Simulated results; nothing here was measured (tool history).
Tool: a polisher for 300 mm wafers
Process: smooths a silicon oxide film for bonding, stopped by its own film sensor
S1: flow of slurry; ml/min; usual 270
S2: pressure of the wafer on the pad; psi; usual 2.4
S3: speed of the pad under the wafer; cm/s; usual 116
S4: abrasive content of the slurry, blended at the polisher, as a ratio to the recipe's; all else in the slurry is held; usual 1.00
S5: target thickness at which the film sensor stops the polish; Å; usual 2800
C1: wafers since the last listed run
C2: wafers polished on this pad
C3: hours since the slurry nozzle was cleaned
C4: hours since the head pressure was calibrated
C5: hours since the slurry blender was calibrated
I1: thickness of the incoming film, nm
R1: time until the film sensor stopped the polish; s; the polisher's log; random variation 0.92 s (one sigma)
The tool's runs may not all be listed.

{"run": 1, "day": 0.0, "S1": 270, "S2": 2.4, "S3": 116, "S4": 1.0, "S5": 2800, "C1": 0, "C2": 609, "C3": 40.4, "C4": 379.8, "C5": 99.6, "I1": 354.4, "R1": 73.7}
{"run": 2, "day": 1.017, "S1": 270, "S2": 2.4, "S3": 116, "S4": 1.0, "S5": 2800, "C1": 260, "C2": 869, "C3": 64.8, "C4": 404.2, "C5": 124.0, "I1": 352.2, "R1": 71.8}
{"run": 3, "day": 2.275, "S1": 270, "S2": 2.4, "S3": 144, "S4": 1.0, "S5": 2800, "C1": 322, "C2": 1192, "C3": 95.0, "C4": 434.4, "C5": 154.2, "I1": 352.6, "R1": 60.6}
{"run": 4, "day": 3.746, "S1": 270, "S2": 2.4, "S3": 144, "S4": 1.0, "S5": 2800, "C1": 377, "C2": 1569, "C3": 130.3, "C4": 469.7, "C5": 189.5, "I1": 346.9, "R1": 56.4}
{"run": 5, "day": 4.971, "S1": 270, "S2": 2.4, "S3": 144, "S4": 1.0, "S5": 2800, "C1": 314, "C2": 1883, "C3": 159.7, "C4": 499.1, "C5": 218.9, "I1": 350.2, "R1": 59.8}
{"run": 6, "day": 7.654, "S1": 270, "S2": 2.4, "S3": 116, "S4": 1.0, "S5": 2950, "C1": 687, "C2": 2571, "C3": 224.1, "C4": 563.5, "C5": 283.3, "I1": 351.7, "R1": 59.2}
{"run": 7, "day": 9.692, "S1": 270, "S2": 2.4, "S3": 116, "S4": 1.0, "S5": 2800, "C1": 522, "C2": 3093, "C3": 273.0, "C4": 612.4, "C5": 332.2, "I1": 345.1, "R1": 68.3}
{"run": 8, "day": 12.633, "S1": 200, "S2": 2.4, "S3": 116, "S4": 1.0, "S5": 2800, "C1": 754, "C2": 3848, "C3": 343.6, "C4": 683.0, "C5": 402.8, "I1": 348.7, "R1": 76.2}
{"run": 9, "day": 15.279, "S1": 270, "S2": 2.4, "S3": 136, "S4": 1.1, "S5": 2800, "C1": 678, "C2": 4526, "C3": 407.1, "C4": 746.5, "C5": 466.3, "I1": 352.7, "R1": 67.4}
{"day": 16.817, "done": "slurry blender recalibrated, repeated, since the last time left the tool worse"}
{"run": 10, "day": 16.983, "S1": 270, "S2": 2.8, "S3": 116, "S4": 1.0, "S5": 2800, "C1": 415, "C2": 4941, "C3": 448.0, "C4": 787.4, "C5": 4.0, "I1": 351.8, "R1": 50.4}
{"day": 18.05, "done": "worn pad replaced by a new one"}
{"run": 11, "day": 18.45, "S1": 270, "S2": 2.4, "S3": 102, "S4": 0.7, "S5": 2870, "C1": 333, "C2": 102, "C3": 483.2, "C4": 822.6, "C5": 39.2, "I1": 350.4, "R1": 67.2}
{"day": 19.604, "done": "head pressure recalibrated"}
{"run": 12, "day": 21.446, "S1": 270, "S2": 2.7, "S3": 116, "S4": 1.15, "S5": 2800, "C1": 746, "C2": 849, "C3": 555.1, "C4": 44.2, "C5": 111.1, "I1": 344.5, "R1": 45.1}
{"run": 13, "day": 23.804, "S1": 270, "S2": 2.6, "S3": 154, "S4": 0.85, "S5": 2800, "C1": 604, "C2": 1454, "C3": 611.7, "C4": 100.8, "C5": 167.7, "I1": 345.6, "R1": 42.8}
{"run": 14, "day": 24.846, "S1": 300, "S2": 2.4, "S3": 116, "S4": 1.25, "S5": 2800, "C1": 267, "C2": 1721, "C3": 636.7, "C4": 125.8, "C5": 192.7, "I1": 352.2, "R1": 53.2}
{"run": 15, "day": 26.254, "S1": 315, "S2": 1.7, "S3": 100, "S4": 1.0, "S5": 2680, "C1": 361, "C2": 2082, "C3": 670.5, "C4": 159.6, "C5": 226.5, "I1": 356.1, "R1": 95.2}
{"run": 16, "day": 27.333, "S1": 270, "S2": 2.4, "S3": 116, "S4": 1.0, "S5": 2800, "C1": 276, "C2": 2358, "C3": 696.4, "C4": 185.5, "C5": 252.4, "I1": 352.2, "R1": 60.4}
{"run": 17, "day": 29.912, "S1": 270, "S2": 2.9, "S3": 142, "S4": 1.0, "S5": 2720, "C1": 661, "C2": 3020, "C3": 758.3, "C4": 247.4, "C5": 314.3, "I1": 348.9, "R1": 47.9}
{"day": 30.025, "done": "slurry nozzle cleaned"}
{"run": 18, "day": 31.875, "S1": 270, "S2": 2.4, "S3": 130, "S4": 1.15, "S5": 2800, "C1": 492, "C2": 3512, "C3": 44.4, "C4": 294.5, "C5": 361.4, "I1": 343.4, "R1": 45.9}
{"run": 19, "day": 33.425, "S1": 270, "S2": 2.4, "S3": 116, "S4": 1.0, "S5": 2800, "C1": 397, "C2": 3909, "C3": 81.6, "C4": 331.7, "C5": 398.6, "I1": 342.7, "R1": 53.3}
{"day": 35.512, "done": "worn pad replaced by a new one"}
{"day": 38.917, "done": "slurry blender recalibrated"}
{"run": 20, "day": 38.938, "S1": 270, "S2": 3.2, "S3": 92, "S4": 1.0, "S5": 2800, "C1": 1349, "C2": 857, "C3": 213.9, "C4": 464.0, "C5": 0.5, "I1": 349.4, "R1": 56.8}
{"run": 21, "day": 41.608, "S1": 310, "S2": 2.4, "S3": 76, "S4": 0.75, "S5": 2800, "C1": 684, "C2": 1541, "C3": 278.0, "C4": 528.1, "C5": 64.6, "I1": 346.8, "R1": 87.6}
{"run": 22, "day": 43.846, "S1": 270, "S2": 2.4, "S3": 116, "S4": 1.0, "S5": 2800, "C1": 573, "C2": 2115, "C3": 331.7, "C4": 581.8, "C5": 118.3, "I1": 349.3, "R1": 53.9}
{"run": 23, "day": 46.817, "S1": 270, "S2": 2.4, "S3": 76, "S4": 1.0, "S5": 2920, "C1": 761, "C2": 2877, "C3": 403.0, "C4": 653.1, "C5": 189.6, "I1": 351.1, "R1": 65.0}
{"run": 24, "day": 47.904, "S1": 270, "S2": 2.4, "S3": 116, "S4": 1.0, "S5": 2800, "C1": 278, "C2": 3155, "C3": 429.1, "C4": 679.2, "C5": 215.7, "I1": 354.2, "R1": 61.6}
{"run": 25, "day": 50.1, "S1": 270, "S2": 2.4, "S3": 116, "S4": 1.3, "S5": 2800, "C1": 562, "C2": 3718, "C3": 481.8, "C4": 731.9, "C5": 268.4, "I1": 351.9, "R1": 54.8}
{"day": 51.242, "done": "head pressure recalibrated"}
{"run": 26, "day": 52.462, "S1": 270, "S2": 2.4, "S3": 132, "S4": 1.0, "S5": 2800, "C1": 584, "C2": 4303, "C3": 538.5, "C4": 29.3, "C5": 325.1, "I1": 348.3, "R1": 51.4}
{"run": 27, "day": 55.1, "S1": 270, "S2": 2.0, "S3": 98, "S4": 0.8, "S5": 2730, "C1": 676, "C2": 4979, "C3": 601.8, "C4": 92.6, "C5": 388.4, "I1": 347.8, "R1": 91.0}
{"day": 55.758, "done": "worn pad replaced by a new one"}
{"run": 28, "day": 56.358, "S1": 235, "S2": 2.8, "S3": 88, "S4": 1.0, "S5": 3040, "C1": 279, "C2": 154, "C3": 632.0, "C4": 122.8, "C5": 418.6, "I1": 350.4, "R1": 45.6}
{"day": 58.358, "done": "slurry blender recalibrated"}
{"run": 29, "day": 58.75, "S1": 270, "S2": 2.4, "S3": 126, "S4": 0.85, "S5": 2800, "C1": 591, "C2": 745, "C3": 689.4, "C4": 180.2, "C5": 9.4, "I1": 351.1, "R1": 56.3}

Some steps in R1 between neighbouring runs. How much of each would the tool show without its hidden state too (settings, what came in, random variation), and how much is left for the hidden state, with any gauge scatter that isn't in both results?
The hidden state here: removal rate lost through wear of the pad, %; slurry flow missing at the pad, %; deviation of the head's pressure from its setpoint, %; abrasive missing from the slurry, %.
Run 9 -> 10: S2 2.4 -> 2.8, S3 136 -> 116, S4 1.10 -> 1.00, slurry blender recalibrated, repeated, since the last time left the tool worse. R1 -17.0 s: hidden state -18.9, all else +1.9.
Run 14 -> 15: S1 300 -> 315, S2 2.4 -> 1.7, S3 116 -> 100, S4 1.25 -> 1.00, S5 2800 -> 2680. R1 +42.0 s: hidden state +2.3, all else +39.7.
Run 26 -> 27: S2 2.4 -> 2.0, S3 132 -> 98, S4 1.00 -> 0.80, S5 2800 -> 2730. R1 +39.6 s: hidden state +4.5, all else +35.1.
Run 27 -> 28: S1 270 -> 235, S2 2.0 -> 2.8, S3 98 -> 88, S4 0.80 -> 1.00, S5 2730 -> 3040, worn pad replaced by a new one. R1 -45.4 s: hidden state -4.1, all else -41.3.

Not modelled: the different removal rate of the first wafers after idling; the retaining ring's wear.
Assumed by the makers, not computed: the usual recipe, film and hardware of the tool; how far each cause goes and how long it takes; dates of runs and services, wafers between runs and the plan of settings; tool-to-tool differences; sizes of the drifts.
